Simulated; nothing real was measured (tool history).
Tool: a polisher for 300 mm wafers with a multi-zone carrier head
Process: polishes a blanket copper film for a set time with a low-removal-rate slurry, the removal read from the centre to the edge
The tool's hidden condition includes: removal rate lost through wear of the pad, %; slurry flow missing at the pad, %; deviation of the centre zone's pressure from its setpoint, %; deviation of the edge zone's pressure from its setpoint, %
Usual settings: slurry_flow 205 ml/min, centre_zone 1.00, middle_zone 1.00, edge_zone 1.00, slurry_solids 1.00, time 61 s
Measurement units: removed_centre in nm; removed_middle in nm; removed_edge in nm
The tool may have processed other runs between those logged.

run,hour,slurry_flow,centre_zone,middle_zone,edge_zone,slurry_solids,time,wafers since the last listed run,wafers polished on this pad,hours since the slurry nozzle was cleaned,hours since the centre zone pressure was calibrated,hours since the edge zone pressure was calibrated,hours since the carrier head's membrane was replaced,"incoming thickness of the incoming film, nm",removed_centre,removed_middle,removed_edge
1,0.0,205,1.00,1.04,1.00,1.00,61,0,1421,501.7,67.1,212.9,323.7,639.0,146.1,151.5,150.1
2,94.0,205,1.00,1.04,1.00,1.00,61,616,2037,595.7,161.1,306.9,417.7,643.7,146.9,146.5,148.8
# hour 148.5: slurry nozzle cleaned
3,191.3,205,1.00,1.00,1.00,1.00,61,631,2669,42.8,258.4,404.2,515.0,641.2,132.8,136.9,140.6
# hour 227.9: worn pad replaced by a new one
4,292.6,205,1.00,1.00,1.00,1.00,61,637,424,144.1,359.7,505.5,616.3,634.2,130.9,135.7,141.7
5,329.9,205,1.00,1.00,1.00,1.00,61,244,668,181.4,397.0,542.8,653.6,645.3,132.0,130.3,139.1
6,413.3,205,1.00,1.00,1.00,1.00,61,546,1215,264.8,480.4,626.2,737.0,643.0,128.9,130.5,139.6
7,520.7,180,1.09,1.00,1.00,1.00,61,704,1920,372.2,587.8,733.6,844.4,647.4,131.5,121.3,133.7
# hour 541.0: slurry nozzle cleaned, repeated, since the last time left the tool worse
# hour 604.3: worn pad replaced by a new one
8,624.7,180,1.09,1.00,1.00,1.00,61,649,133,83.7,691.8,837.6,948.4,649.1,159.9,148.7,152.4
# hour 630.4: carrier head's membrane replaced by a new one
9,714.7,165,1.00,1.00,1.00,1.00,72,557,690,173.7,781.8,927.6,84.3,636.0,170.3,170.2,175.2
# hour 741.9: edge zone pressure recalibrated
10,819.9,165,1.00,1.00,1.00,1.00,72,676,1367,278.9,887.0,78.0,189.5,635.2,168.0,171.0,174.7
# hour 1044.1: centre zone pressure recalibrated
11,1077.5,170,1.00,0.97,0.96,1.00,44,1675,3043,536.5,33.4,335.6,447.1,638.9,100.1,97.7,104.4
# hour 1085.4: worn pad replaced by a new one
12,1157.7,205,1.03,1.00,1.03,0.85,68,499,474,616.7,113.6,415.8,527.3,641.2,160.9,156.1,161.3
# hour 1252.4: slurry nozzle cleaned
13,1256.0,205,1.00,1.00,1.11,0.90,61,637,1112,3.6,211.9,514.1,625.6,649.2,149.3,150.7,158.8
14,1337.9,145,1.00,0.92,1.00,1.00,61,537,1649,85.5,293.8,596.0,707.5,652.6,141.1,131.3,145.3
15,1378.9,205,1.00,1.00,1.10,1.30,61,268,1917,126.5,334.8,637.0,748.5,629.6,159.7,161.3,165.9
# hour 1405.3: carrier head's membrane replaced by a new one
16,1439.8,205,1.00,1.00,1.00,1.00,61,366,2284,187.4,395.7,697.9,34.5,632.8,151.7,153.5,153.5
# hour 1469.2: worn pad replaced by a new one
17,1490.8,245,0.95,1.00,0.91,1.00,82,308,141,238.4,446.7,748.9,85.5,644.5,197.7,209.4,199.6
18,1531.2,205,1.00,1.00,1.00,1.00,61,264,406,278.8,487.1,789.3,125.9,632.1,149.1,150.3,150.5
19,1633.8,205,1.00,1.00,1.00,1.00,51,672,1079,381.4,589.7,891.9,228.5,642.9,123.8,125.3,126.8
20,1711.2,205,1.04,1.09,1.00,0.90,71,507,1586,458.8,667.1,969.3,305.9,648.6,177.7,181.9,172.5
# hour 1730.0: edge zone pressure recalibrated
21,1805.1,175,1.00,1.11,1.07,1.00,61,602,2189,552.7,761.0,75.1,399.8,641.0,140.5,156.1,151.9
# hour 1883.6: slurry nozzle cleaned
22,1902.6,205,1.00,1.00,1.08,1.00,43,632,2821,19.0,858.5,172.6,497.3,644.6,107.0,103.4,112.0

Each row is a separate what-if for the run after 22, all from the same tool condition, not one after another. Results?
A,1903.0,205,1.00,1.00,1.00,1.00,61,2,2824,19.4,858.9,173.0,497.7,632.0,?,?,?
B,1903.0,205,1.00,0.88,1.00,0.70,61,2,2824,19.4,858.9,173.0,497.7,632.0,?,?,?
C,1903.0,205,1.00,1.00,1.00,1.10,61,2,2824,19.4,858.9,173.0,497.7,632.0,?,?,?

run,removed_centre,removed_middle,removed_edge
A,149.8,151.8,152.7
B,141.0,128.6,144.1
C,152.3,154.4,155.3
With the hidden condition removed and each run's random variation left untouched, the same runs would have given:
run,removed_centre,removed_middle,removed_edge
A,150.0,152.1,152.9
B,141.3,128.8,144.3
C,152.6,154.7,155.5
